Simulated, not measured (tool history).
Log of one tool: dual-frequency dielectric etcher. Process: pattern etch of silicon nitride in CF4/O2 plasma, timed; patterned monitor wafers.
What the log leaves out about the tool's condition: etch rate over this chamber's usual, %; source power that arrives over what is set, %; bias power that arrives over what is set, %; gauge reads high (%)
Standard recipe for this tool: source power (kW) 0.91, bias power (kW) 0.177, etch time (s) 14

run   hour  source power (kW)  bias power (kW)  etch time (s)  wafers since the last listed run  hours since the last wet clean  hours since the last source power generator calibration  hours since the last bias power generator calibration  hours since the last upper electrode change  hours since the gauge calibration  read-back reference wafer on the same gauge, depth_nm  mean etch depth across the wafer (Å)
  1      0               0.97            0.177             14                                 0                            88.5                                                   3529.8                                                 2596.8                                       3007.8                                175                                                  35.94                                 458.2
  2   16.2               0.91            0.177             14                               247                           104.7                                                     3546                                                   2613                                         3024                              191.2                                                  35.91                                 441.1
  3   39.9               0.91            0.177             14                               361                           128.4                                                   3569.7                                                 2636.7                                       3047.7                              214.9                                                   35.8                                   438
  4   58.9               0.91            0.177             14                               289                           147.4                                                   3588.7                                                 2655.7                                       3066.7                              233.9                                                  35.92                                   441
  5   94.5               0.91            0.177             14                               543                             183                                                   3624.3                                                 2691.3                                       3102.3                              269.5                                                  35.86                                 439.6
  6  120.9               0.91            0.177             14                               402                           209.4                                                   3650.7                                                 2717.7                                       3128.7                              295.9                                                  35.93                                 439.7
  7  134.3               0.91            0.177             14                               204                           222.8                                                   3664.1                                                 2731.1                                       3142.1                              309.3                                                  35.85                                   438
  8  161.1               0.91            0.177             14                               408                           249.6                                                   3690.9                                                 2757.9                                       3168.9                              336.1                                                  35.91                                 433.6
  9    192               0.91            0.177             14                               471                           280.5                                                   3721.8                                                 2788.8                                       3199.8                                367                                                  35.88                                 437.5
 10  224.6               0.91            0.177             14                               497                           313.1                                                   3754.4                                                 2821.4                                       3232.4                              399.6                                                  35.85                                 431.9
 11  257.2               0.91             0.19             14                               497                           345.7                                                     3787                                                   2854                                         3265                              432.2                                                  35.87                                 451.1
 12  284.6               0.91             0.19             14                               418                           373.1                                                   3814.4                                                 2881.4                                       3292.4                              459.6                                                  35.85                                 446.8
     289.7  -- source power generator calibrated
 13  306.4               1.06            0.208           10.5                               271                           394.9                                                     16.7                                                 2903.2                                       3314.2                              481.4                                                  35.87                                 380.7
 14  333.4               0.91            0.177             14                               412                           421.9                                                     43.7                                                 2930.2                                       3341.2                              508.4                                                  35.88                                 430.4
 15  362.7               0.91            0.154           16.5                               447                           451.2                                                       73                                                 2959.5                                       3370.5                              537.7                                                  35.95                                 479.8
     385.2  -- gauge calibrated
     392.2  -- bias power generator calibrated
 16    397               0.91            0.177             14                               462                           485.5                                                    107.3                                                    4.8                                       3404.8                               11.8                                                  35.82                                 432.8
 17  413.4               0.91            0.213           16.5                               250                           501.9                                                    123.7                                                   21.2                                       3421.2                               28.2                                                  35.92                                 548.7
     439.9  -- wet clean of the chamber
 18  440.4               0.76            0.153           11.5                                45                             0.5                                                    150.7                                                   48.2                                       3448.2                               55.2                                                  35.79                                 293.3
 19    468               0.98            0.202             14                               421                            28.1                                                    178.3                                                   75.8                                       3475.8                               82.8                                                   35.9                                 459.8
     509.9  -- upper electrode replaced
 20  510.4               0.84            0.177             14                               280                            70.5                                                    220.7                                                  118.2                                          0.5                              125.2                                                  35.88                                 398.5
 21  515.6                0.7            0.196             14                                79                            75.7                                                    225.9                                                  123.4                                          5.7                              130.4                                                  35.91                                 375.5
 22    541               0.91            0.177             14                               387                           101.1                                                    251.3                                                  148.8                                         31.1                              155.8                                                  35.84                                 412.4
     585.7  -- wet clean of the chamber, repeated, since the last time left the tool worse
 23    642               1.06            0.177             14                              1175                            56.3                                                    352.3                                                  249.8                                        132.1                              256.8                                                  35.88                                 481.7
 24  676.2               0.81            0.177           11.5                               521                            90.5                                                    386.5                                                    284                                        166.3                                291                                                  35.87                                   341
 25  710.1               0.91            0.177             14                               517                           124.4                                                    420.4                                                  317.9                                        200.2                              324.9                                                  35.94                                 439.4

Consider 4 possible next runs. They are alternatives, not a sequence: every one starts from the tool as it was left by run 25. What does each give?
  A  710.5               0.91            0.177             14                                 6                           124.8                                                    420.8                                                  318.3                                        200.6                              325.3                                                      ?                                     ?
  B  710.5               0.91            0.207             12                                 6                           124.8                                                    420.8                                                  318.3                                        200.6                              325.3                                                      ?                                     ?
  C  710.5               1.14             0.14           11.5                                 6                           124.8                                                    420.8                                                  318.3                                        200.6                              325.3                                                      ?                                     ?
  D  710.5               0.77            0.177             11                                 6                           124.8                                                    420.8                                                  318.3                                        200.6                              325.3                                                      ?                                     ?

run  read-back reference wafer on the same gauge, depth_nm  mean etch depth across the wafer (Å)
  A                                                  36.01                                 442.5
  B                                                  36.01                                 405.1
  C                                                  36.01                                 375.2
  D                                                  36.01                                 318.4
With the hidden condition removed and each run's random variation left untouched, the same runs would have given:
run  mean etch depth across the wafer (Å)
  A                                 447.5
  B                                 409.7
  C                                 379.4
  D                                   322
